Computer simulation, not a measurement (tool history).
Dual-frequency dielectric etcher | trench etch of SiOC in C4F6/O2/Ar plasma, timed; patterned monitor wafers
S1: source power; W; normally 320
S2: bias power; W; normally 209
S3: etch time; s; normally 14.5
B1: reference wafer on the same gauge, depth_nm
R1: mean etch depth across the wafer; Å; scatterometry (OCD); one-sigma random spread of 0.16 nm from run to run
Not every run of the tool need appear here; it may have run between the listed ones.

run 1 hour=0.0 | S1=320 S2=181 S3=14.5 | B1=28.69 | R1=268.0
run 2 hour=49.3 | S1=320 S2=181 S3=14.5 | B1=28.75 | R1=271.5
run 3 hour=153.3 | S1=320 S2=181 S3=14.5 | B1=28.68 | R1=270.4
run 4 hour=208.4 | S1=320 S2=209 S3=14.5 | B1=28.72 | R1=282.9
run 5 hour=280.4 | S1=320 S2=209 S3=14.5 | B1=28.62 | R1=281.5
run 6 hour=326.6 | S1=320 S2=209 S3=14.5 | B1=28.73 | R1=285.8
run 7 hour=415.0 | S1=320 S2=209 S3=13.5 | B1=28.66 | R1=264.7
run 8 hour=513.2 | S1=320 S2=209 S3=13.5 | B1=28.67 | R1=269.4
run 9 hour=625.4 | S1=320 S2=209 S3=14.5 | B1=28.70 | R1=281.1
run 10 hour=685.9 | S1=320 S2=209 S3=14.5 | B1=28.74 | R1=280.9
run 11 hour=727.4 | S1=320 S2=209 S3=14.5 | B1=28.71 | R1=279.5
run 12 hour=769.3 | S1=320 S2=209 S3=14.5 | B1=28.75 | R1=279.1
run 13 hour=852.0 | S1=250 S2=228 S3=17.5 | B1=28.66 | R1=307.6
run 14 hour=953.3 | S1=320 S2=166 S3=14.5 | B1=28.71 | R1=264.6
run 15 hour=1022.9 | S1=320 S2=177 S3=14.5 | B1=28.70 | R1=270.4
run 16 hour=1069.2 | S1=320 S2=209 S3=14.5 | B1=28.75 | R1=284.3
run 17 hour=1116.6 | S1=350 S2=161 S3=16.5 | B1=28.75 | R1=318.0
run 18 hour=1179.4 | S1=320 S2=209 S3=18.0 | B1=28.69 | R1=351.2
run 19 hour=1266.5 | S1=320 S2=246 S3=17.0 | B1=28.67 | R1=345.3
run 20 hour=1368.4 | S1=320 S2=164 S3=14.5 | B1=28.77 | R1=263.8
run 21 hour=1412.8 | S1=260 S2=171 S3=17.0 | B1=28.70 | R1=281.0
run 22 hour=1507.2 | S1=290 S2=209 S3=14.5 | B1=28.63 | R1=269.6
run 23 hour=1579.0 | S1=280 S2=250 S3=17.0 | B1=28.75 | R1=328.4
run 24 hour=1640.9 | S1=370 S2=252 S3=17.0 | B1=28.64 | R1=378.1
run 25 hour=1711.1 | S1=320 S2=209 S3=14.5 | B1=28.69 | R1=283.1

Taken out of this log: 6 entries between the listed runs. Where each belongs, and how the hidden state differs across it:
After run 8, before run 9: wet clean of the chamber (hour 624.9)
  etch rate over this chamber's usual, %: 2.15 -> -0.086
  the result without the hidden state subtracted from the measured one, R1: +5.6 -> -0.2 Å
After run 13, before run 14: gauge calibrated (hour 902.4); source power generator calibrated (hour 942.3)
  etch rate over this chamber's usual, %: 0.763 -> 1.14
  the result without the hidden state subtracted from the measured one, R1: +2.3 -> +3.0 Å
After run 18, before run 19: wet clean of the chamber (hour 1266.0)
  etch rate over this chamber's usual, %: 1.99 -> 0.0314
  the result without the hidden state subtracted from the measured one, R1: +6.9 -> +0.1 Å
After run 19, before run 20: bias power generator calibrated (hour 1345.3); upper electrode replaced (hour 1367.9)
  etch rate over this chamber's usual, %: 0.0314 -> 0.413
  the result without the hidden state subtracted from the measured one, R1: +0.1 -> +1.1 Å

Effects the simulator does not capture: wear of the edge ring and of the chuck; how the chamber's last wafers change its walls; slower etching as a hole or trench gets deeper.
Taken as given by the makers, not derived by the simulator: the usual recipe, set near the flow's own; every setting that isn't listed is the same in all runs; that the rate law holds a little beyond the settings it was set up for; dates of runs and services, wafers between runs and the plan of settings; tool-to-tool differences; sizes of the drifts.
